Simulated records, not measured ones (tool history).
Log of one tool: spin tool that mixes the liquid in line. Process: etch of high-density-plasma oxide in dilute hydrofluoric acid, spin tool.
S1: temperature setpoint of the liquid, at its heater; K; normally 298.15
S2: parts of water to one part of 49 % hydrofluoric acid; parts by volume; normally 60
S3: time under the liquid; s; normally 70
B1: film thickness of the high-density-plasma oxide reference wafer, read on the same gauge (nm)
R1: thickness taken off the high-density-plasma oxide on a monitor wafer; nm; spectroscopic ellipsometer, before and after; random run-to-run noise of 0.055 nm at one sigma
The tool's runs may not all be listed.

run	hour	S1	S2	S3	B1	R1
1	0.0	298.15	60	70	90.03	7.60
2	16.3	298.15	60	70	89.97	7.52
3	40.4	298.15	60	70	89.99	7.54
4	72.4	298.15	60	70	89.97	7.58
5	84.9	298.15	80	70	89.96	5.58
6	115.2	298.15	60	70	90.01	7.54
7	129.5	298.15	60	70	89.94	7.64
8	146.8	298.15	60	70	89.98	7.56
9	162.7	298.15	60	70	90.05	7.58
10	193.5	298.15	60	70	90.01	7.53
# hour 225.9: hydrofluoric acid flow meter replaced
11	227.5	298.15	60	70	89.95	7.65
12	262.2	298.15	60	70	90.01	7.61
13	277.3	298.15	75	50	90.00	4.22
14	292.3	296.15	40	45	90.03	6.85
15	309.7	298.15	60	70	89.98	7.57
16	335.2	298.15	40	70	90.00	11.65
17	353.0	301.15	60	70	89.99	8.54
# hour 369.1: thermometer replaced
# hour 377.1: gauge calibrated
18	387.8	300.15	75	40	89.99	3.68
19	418.5	301.15	60	50	89.99	6.14
20	430.7	301.15	85	50	89.97	4.16
21	446.0	293.65	30	45	89.97	8.40
22	518.1	298.15	60	70	89.99	7.57
23	542.2	298.15	60	50	90.00	5.44
24	565.6	298.15	45	70	90.02	10.34
25	586.9	293.15	40	35	90.01	4.82
26	602.1	301.15	75	60	89.94	5.70
27	633.9	298.15	60	70	89.97	7.60
28	659.1	293.15	40	40	90.06	5.45
29	686.1	298.15	85	70	89.99	5.23
30	723.2	298.15	60	70	89.97	7.53
31	752.9	298.15	60	30	90.03	3.27
32	766.6	299.65	30	70	90.00	16.94
33	787.7	302.15	35	35	90.02	7.96

For each run, what was the tool's unlogged condition?
liquid hotter than its thermometer reads (K): 0 in every run
hydrofluoric acid flow above the setpoint (%): 0 in every run
gauge reads high (%): 0 in every run
